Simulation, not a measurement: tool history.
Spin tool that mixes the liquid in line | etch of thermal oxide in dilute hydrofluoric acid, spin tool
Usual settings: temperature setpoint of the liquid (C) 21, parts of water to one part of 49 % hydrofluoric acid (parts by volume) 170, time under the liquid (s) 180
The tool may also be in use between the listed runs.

run,day,temperature setpoint of the liquid (C),parts of water to one part of 49 % hydrofluoric acid (parts by volume),time under the liquid (s),wafers since the last listed run,hours since the thermometer was replaced,hours since the hydrofluoric acid flow meter was replaced,hours since the gauge calibration,"read-back film thickness of the thermal oxide reference wafer, read on the same gauge (nm)",thickness taken off the thermal oxide on a monitor wafer (nm)
1,0,21,170,180,0,2260,742.9,36.4,40.004,3.529
# day 0.012: hydrofluoric acid flow meter replaced
2,1.8,21,155,180,340,2303.2,42.9,79.6,39.988,4.173
3,5.842,21,155,180,770,2400.2,139.9,176.6,40.005,4.123
4,8.912,21,155,180,585,2473.9,213.6,250.3,40.028,4.081
5,12.525,21,170,215,688,2560.6,300.3,337,39.978,4.464
6,16.358,21,170,215,730,2652.6,392.3,429,40.011,4.418
7,18.121,21,170,180,335,2694.9,434.6,471.3,40.01,3.604
8,20.208,21,170,180,397,2745,484.7,521.4,40.04,3.616
# day 22.788: thermometer replaced
# day 22.8: gauge calibrated
9,23.367,23,140,130,594,13.9,560.5,13.6,40.026,3.542
# day 25.225: hydrofluoric acid flow meter replaced
10,27.062,21,135,125,696,102.6,44.1,102.3,40.031,3.41
11,30.138,21,170,180,586,176.4,117.9,176.1,40.006,3.744
12,33.288,21,170,180,600,252,193.5,251.7,40.008,3.737
13,37.079,21,115,85,722,343,284.5,342.7,39.986,2.737
14,40.546,21,170,180,660,426.2,367.7,425.9,40.025,3.68
15,43.692,18,230,230,599,501.7,443.2,501.4,39.978,2.855
16,45.45,21,100,85,335,543.9,485.4,543.6,40.001,3.222

Forecast each of these 3 alternatives for the next run:
A,45.471,25,170,180,3,544.4,485.9,544.1,?,?
B,45.471,23,235,85,3,544.4,485.9,544.1,?,?
C,45.471,21,120,100,3,544.4,485.9,544.1,?,?

run,"read-back film thickness of the thermal oxide reference wafer, read on the same gauge (nm)",thickness taken off the thermal oxide on a monitor wafer (nm)
A,39.991,4.179
B,39.991,1.235
C,39.991,2.987
Without the tool's hidden state the same runs would have given:
run,thickness taken off the thermal oxide on a monitor wafer (nm)
A,4.368
B,1.293
C,3.115

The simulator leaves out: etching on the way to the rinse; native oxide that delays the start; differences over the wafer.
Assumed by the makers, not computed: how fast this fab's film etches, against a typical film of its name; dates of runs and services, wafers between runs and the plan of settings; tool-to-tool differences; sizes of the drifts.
